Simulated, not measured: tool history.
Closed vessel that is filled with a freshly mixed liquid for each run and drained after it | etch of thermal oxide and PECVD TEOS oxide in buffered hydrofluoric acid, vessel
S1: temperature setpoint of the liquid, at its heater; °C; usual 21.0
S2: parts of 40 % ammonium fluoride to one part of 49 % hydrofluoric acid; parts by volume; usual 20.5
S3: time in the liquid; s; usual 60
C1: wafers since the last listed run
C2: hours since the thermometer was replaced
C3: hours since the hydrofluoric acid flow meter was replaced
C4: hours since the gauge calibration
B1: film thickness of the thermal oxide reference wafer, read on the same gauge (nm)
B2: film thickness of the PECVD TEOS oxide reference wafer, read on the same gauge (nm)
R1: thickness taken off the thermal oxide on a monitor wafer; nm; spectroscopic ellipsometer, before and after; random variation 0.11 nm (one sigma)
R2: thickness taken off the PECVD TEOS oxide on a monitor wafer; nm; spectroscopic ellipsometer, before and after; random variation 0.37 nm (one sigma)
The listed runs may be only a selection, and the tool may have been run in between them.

| run | hour | S1 | S2 | S3 | C1 | C2 | C3 | C4 | B1 | B2 | R1 | R2 |
|---|---|---|---|---|---|---|---|---|---|---|---|---|
| 1 | 0.0 | 21.0 | 20.5 | 60 | 0 | 883.6 | 178.3 | 229.1 | 90.00 | 60.00 | 24.49 | 59.03 |
| 2 | 31.7 | 21.0 | 20.5 | 60 | 2207 | 915.3 | 210.0 | 260.8 | 89.99 | 60.01 | 24.46 | 58.64 |
| 3 | 49.7 | 25.0 | 20.5 | 60 | 1253 | 933.3 | 228.0 | 278.8 | 90.01 | 60.03 | 30.41 | 73.46 |
| 4 | 79.5 | 18.0 | 20.5 | 60 | 2075 | 963.1 | 257.8 | 308.6 | 89.98 | 60.05 | 20.35 | 49.14 |
| 5 | 95.9 | 21.0 | 20.5 | 60 | 1142 | 979.5 | 274.2 | 325.0 | 89.96 | 60.03 | 24.27 | 57.77 |
| 6 | 122.3 | 21.0 | 20.5 | 70 | 1838 | 1005.9 | 300.6 | 351.4 | 90.01 | 60.00 | 28.22 | 67.60 |
| 7 | 144.5 | 21.0 | 20.5 | 70 | 1545 | 1028.1 | 322.8 | 373.6 | 90.02 | 60.02 | 28.21 | 67.87 |
| 8 | 178.4 | 21.0 | 20.5 | 60 | 2360 | 1062.0 | 356.7 | 407.5 | 90.00 | 60.00 | 24.03 | 57.47 |
| 9 | 190.5 | 21.0 | 20.5 | 60 | 842 | 1074.1 | 368.8 | 419.6 | 90.00 | 60.05 | 23.94 | 58.03 |
| 10 | 211.6 | 21.0 | 20.5 | 60 | 1469 | 1095.2 | 389.9 | 440.7 | 90.02 | 59.98 | 24.12 | 57.59 |
| 11 | 224.5 | 21.0 | 20.5 | 60 | 898 | 1108.1 | 402.8 | 453.6 | 90.00 | 60.03 | 24.00 | 57.89 |
| 12 | 237.0 | 21.0 | 20.5 | 60 | 870 | 1120.6 | 415.3 | 466.1 | 90.02 | 60.00 | 23.88 | 58.15 |
| 13 | 253.5 | 22.5 | 20.5 | 60 | 1149 | 1137.1 | 431.8 | 482.6 | 90.00 | 60.00 | 25.96 | 61.92 |
|  | 258.8 | gauge calibrated |
| 14 | 273.0 | 24.0 | 12.5 | 70 | 1357 | 1156.6 | 451.3 | 14.2 | 90.00 | 59.99 | 52.94 | 127.85 |
| 15 | 295.1 | 19.0 | 20.5 | 80 | 1538 | 1178.7 | 473.4 | 36.3 | 89.99 | 60.02 | 28.45 | 67.81 |
| 16 | 320.4 | 19.0 | 20.5 | 80 | 1761 | 1204.0 | 498.7 | 61.6 | 90.00 | 60.02 | 28.29 | 67.92 |
|  | 331.4 | hydrofluoric acid flow meter replaced |
| 17 | 344.4 | 23.5 | 18.0 | 80 | 1601 | 1228.0 | 13.0 | 85.6 | 90.01 | 59.99 | 41.09 | 97.81 |
| 18 | 375.5 | 22.5 | 20.5 | 60 | 2165 | 1259.1 | 44.1 | 116.7 | 89.97 | 60.00 | 25.93 | 61.31 |
|  | 392.5 | thermometer replaced |
| 19 | 396.6 | 21.0 | 20.5 | 60 | 1399 | 4.1 | 65.2 | 137.8 | 90.00 | 60.00 | 26.60 | 63.96 |
| 20 | 431.5 | 21.0 | 18.0 | 60 | 2430 | 39.0 | 100.1 | 172.7 | 90.03 | 60.01 | 30.00 | 72.04 |
| 21 | 467.0 | 17.5 | 20.5 | 50 | 2472 | 74.5 | 135.6 | 208.2 | 90.04 | 59.97 | 18.00 | 43.45 |
| 22 | 493.2 | 17.0 | 20.5 | 60 | 1824 | 100.7 | 161.8 | 234.4 | 89.96 | 60.02 | 21.01 | 50.91 |
| 23 | 511.7 | 18.0 | 20.5 | 60 | 1288 | 119.2 | 180.3 | 252.9 | 89.99 | 60.01 | 22.35 | 53.51 |
| 24 | 547.7 | 24.5 | 22.5 | 30 | 2506 | 155.2 | 216.3 | 288.9 | 89.99 | 59.98 | 15.02 | 35.84 |
| 25 | 568.7 | 22.5 | 14.5 | 50 | 1462 | 176.2 | 237.3 | 309.9 | 89.97 | 60.03 | 33.00 | 79.43 |
| 26 | 586.0 | 21.0 | 20.5 | 60 | 1204 | 193.5 | 254.6 | 327.2 | 89.99 | 60.02 | 26.33 | 62.96 |

Below are 4 alternative next runs, each starting from the tool's condition after run 26. Predict each:
| A | 586.7 | 21.0 | 20.5 | 95 | 48 | 194.2 | 255.3 | 327.9 | ? | ? | ? | ? |
| B | 586.7 | 21.0 | 20.5 | 85 | 48 | 194.2 | 255.3 | 327.9 | ? | ? | ? | ? |
| C | 586.7 | 24.5 | 25.5 | 30 | 48 | 194.2 | 255.3 | 327.9 | ? | ? | ? | ? |
| D | 586.7 | 21.0 | 14.0 | 50 | 48 | 194.2 | 255.3 | 327.9 | ? | ? | ? | ? |

| run | B1 | B2 | R1 | R2 |
|---|---|---|---|---|
| A | 90.03 | 60.00 | 41.55 | 100.01 |
| B | 90.03 | 60.00 | 37.17 | 89.48 |
| C | 90.03 | 60.00 | 13.71 | 32.99 |
| D | 90.03 | 60.00 | 31.61 | 76.09 |
The same runs, with their run-to-run variation unchanged, on a tool lacking any hidden condition would have given:
| run | R1 | R2 |
|---|---|---|
| A | 43.09 | 103.71 |
| B | 38.55 | 92.79 |
| C | 14.20 | 34.19 |
| D | 32.78 | 78.90 |
